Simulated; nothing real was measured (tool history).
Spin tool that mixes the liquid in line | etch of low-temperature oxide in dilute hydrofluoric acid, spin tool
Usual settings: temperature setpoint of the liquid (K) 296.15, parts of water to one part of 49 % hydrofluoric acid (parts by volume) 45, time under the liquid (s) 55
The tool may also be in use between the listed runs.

run	day	temperature setpoint of the liquid (K)	parts of water to one part of 49 % hydrofluoric acid (parts by volume)	time under the liquid (s)	read-back film thickness of the low-temperature oxide reference wafer, read on the same gauge (nm)	thickness taken off the low-temperature oxide on a monitor wafer (nm)
1	0	297.15	45	55	49.5	30.48
2	1.571	297.15	45	55	49.49	30.18
# day 3.029: hydrofluoric acid flow meter replaced
3	3.5	297.15	45	55	49.48	30.49
4	5.042	296.15	45	55	49.45	29.03
5	7.683	296.15	50	40	49.39	18.9
6	10.179	296.15	50	40	49.37	19.06
7	20.7	296.15	60	55	49.22	21.45
8	24.512	296.15	60	55	49.21	21.33
# day 32.054: hydrofluoric acid flow meter replaced
9	34.304	296.15	45	55	49.05	28.52
10	38.583	296.15	45	55	48.97	28.86
11	42.396	296.15	45	55	48.92	28.71
12	46.412	296.15	45	55	48.87	28.54
13	49.3	296.15	45	55	48.86	28.69
14	52.854	296.15	45	55	48.79	28.93
# day 55.304: hydrofluoric acid flow meter replaced
15	56.225	296.15	45	55	48.76	28.73
16	60.346	296.15	45	55	48.7	28.77
17	62.904	296.15	45	55	48.66	28.77
# day 65.85: gauge calibrated
18	65.958	299.65	45	25	50.04	15.48
19	70.346	296.15	65	55	50.02	19.84
# day 70.933: thermometer replaced
20	74.292	298.65	25	25	49.93	27.28
21	77.612	296.15	45	55	49.91	29.27
# day 79.283: hydrofluoric acid flow meter replaced
22	81.238	299.65	55	40	49.86	20.1
23	85.629	296.15	45	55	49.8	29.38
24	90.054	293.65	30	55	49.76	40.48
25	93.871	293.15	40	55	49.68	29.14
26	97.138	296.15	45	55	49.66	29.24
27	100.988	299.65	25	75	49.6	85.86
28	103.696	298.65	40	25	49.59	16.4
# day 107.171: hydrofluoric acid flow meter replaced
29	107.867	300.15	45	55	49.49	34.78
30	110.196	296.15	45	55	49.47	29.04

What the log doesn't show, run by run:
liquid hotter than its thermometer reads (K): 0 in every run
hydrofluoric acid flow above the setpoint (%): 0 in every run
H1: gauge reads high (%)
run	H1
1	-0.99
2	-1.03
3	-1.08
4	-1.12
5	-1.19
6	-1.26
7	-1.54
8	-1.64
9	-1.9
10	-2.02
11	-2.12
12	-2.23
13	-2.3
14	-2.4
15	-2.49
16	-2.6
17	-2.66
18	0.127
19	0.00998
20	-0.095
21	-0.183
22	-0.28
23	-0.397
24	-0.515
25	-0.616
26	-0.703
27	-0.806
28	-0.878
29	-0.989
30	-1.05
